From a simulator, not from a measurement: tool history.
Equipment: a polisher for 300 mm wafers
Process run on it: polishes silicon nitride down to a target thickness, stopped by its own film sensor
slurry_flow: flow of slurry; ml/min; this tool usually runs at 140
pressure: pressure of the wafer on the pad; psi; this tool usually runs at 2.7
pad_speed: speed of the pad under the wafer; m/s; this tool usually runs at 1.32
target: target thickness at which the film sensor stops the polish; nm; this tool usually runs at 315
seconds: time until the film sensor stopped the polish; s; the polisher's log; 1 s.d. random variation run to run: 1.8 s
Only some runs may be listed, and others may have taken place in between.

run,day,slurry_flow,pressure,pad_speed,target,"incoming thickness of the incoming film, nm",seconds
1,0.000,140,2.7,1.32,315,558.3,176.3
2,0.600,140,3.2,1.32,315,559.9,146.9
3,1.867,140,3.2,1.32,315,566.4,155.4
4,3.458,140,2.7,1.32,315,555.8,159.3
5,4.817,140,2.7,1.32,315,557.5,161.0
6,6.117,140,2.7,1.32,315,570.6,172.7
7,7.546,140,2.7,1.32,315,555.2,162.1
8,8.575,140,2.4,1.32,361,557.7,149.6
9,9.925,140,2.4,1.32,361,559.1,154.9
10,11.275,140,2.7,0.96,278,559.5,247.4
11,11.925,140,2.7,0.96,278,558.5,250.8
12,13.375,140,2.7,1.32,315,557.7,156.0
13,13.704,140,2.7,1.32,315,559.5,159.8
14,14.279,140,2.7,1.32,315,555.7,154.4
15,15.662,140,2.7,1.32,315,554.3,169.5
16,16.346,140,1.9,1.32,315,551.9,238.7
17,20.392,95,2.7,1.14,231,566.1,285.7
18,21.392,155,3.5,1.50,269,565.5,149.1
19,22.375,140,2.7,1.32,315,559.1,178.5
20,25.804,140,2.7,1.52,246,567.5,204.2
21,26.654,140,2.7,1.32,315,567.0,176.8
22,28.100,170,2.7,1.32,359,566.6,144.9
23,29.462,140,2.7,1.32,315,560.2,177.5
24,30.338,140,2.7,1.32,315,561.7,179.5
25,30.929,140,2.7,1.44,315,567.8,169.1
26,31.929,140,2.7,1.32,253,556.5,221.1
27,32.462,115,2.7,1.32,368,560.8,145.0
28,32.967,175,2.7,1.02,365,553.8,153.7
29,34.225,140,3.0,1.32,244,564.2,198.4
30,35.567,140,2.7,1.32,315,557.1,169.4
31,36.067,140,2.7,1.66,315,571.4,149.1
32,37.338,140,2.7,1.32,315,570.7,179.0
33,38.192,180,2.3,1.32,315,554.2,189.3
34,41.479,165,3.4,1.32,315,566.6,140.4
35,42.825,140,2.7,1.32,315,567.3,180.5
36,43.967,140,3.0,1.56,293,555.1,141.9
37,44.538,190,2.7,1.32,343,553.8,138.4
38,45.421,175,2.7,1.50,248,551.4,179.7

Between the runs listed above, the log contained 7 entries, not reproduced here. Where in the sequence does each belong, and how does what the log doesn't record of the tool's condition differ from the listed run before to the listed run after?
Run 3 -> run 4: worn pad replaced by a new one (day 3.062)
  removal rate lost through wear of the pad, %: 6.83 -> 0.422; deviation of the head's pressure from its setpoint, %: 4.98 -> 5.42
  what was measured, less what the result would be without the hidden state, seconds: +3.4 -> -7.9 s
Run 11 -> run 12: worn pad replaced by a new one (day 13.354)
  removal rate lost through wear of the pad, %: 6.27 -> 0.527; deviation of the head's pressure from its setpoint, %: 8.15 -> 8.68
  what was measured, less what the result would be without the hidden state, seconds: -3.4 -> -12.6 s
Run 14 -> run 15: head pressure recalibrated (day 15.025)
  removal rate lost through wear of the pad, %: 1.15 -> 2.11; deviation of the head's pressure from its setpoint, %: 9.02 -> 2.13
  what was measured, less what the result would be without the hidden state, seconds: -12.0 -> +0.1 s
Run 19 -> run 20: worn pad replaced by a new one (day 23.108)
  removal rate lost through wear of the pad, %: 6.74 -> 2.06; deviation of the head's pressure from its setpoint, %: 2.38 -> 2.67
  what was measured, less what the result would be without the hidden state, seconds: +8.1 -> -1.2 s
Run 24 -> run 25: slurry nozzle cleaned (day 30.550)
  removal rate lost through wear of the pad, %: 5.18 -> 5.59; deviation of the head's pressure from its setpoint, %: 3.21 -> 3.3
  what was measured, less what the result would be without the hidden state, seconds: +3.8 -> +4.2 s
Run 27 -> run 28: worn pad replaced by a new one (day 32.742)
  removal rate lost through wear of the pad, %: 6.65 -> 0.263; deviation of the head's pressure from its setpoint, %: 3.53 -> 3.61
  what was measured, less what the result would be without the hidden state, seconds: +4.9 -> -5.2 s
Run 35 -> run 36: worn pad replaced by a new one (day 43.850)
  removal rate lost through wear of the pad, %: 7.07 -> 0.936; deviation of the head's pressure from its setpoint, %: 5.69 -> 5.99
  what was measured, less what the result would be without the hidden state, seconds: +3.2 -> -7.1 s
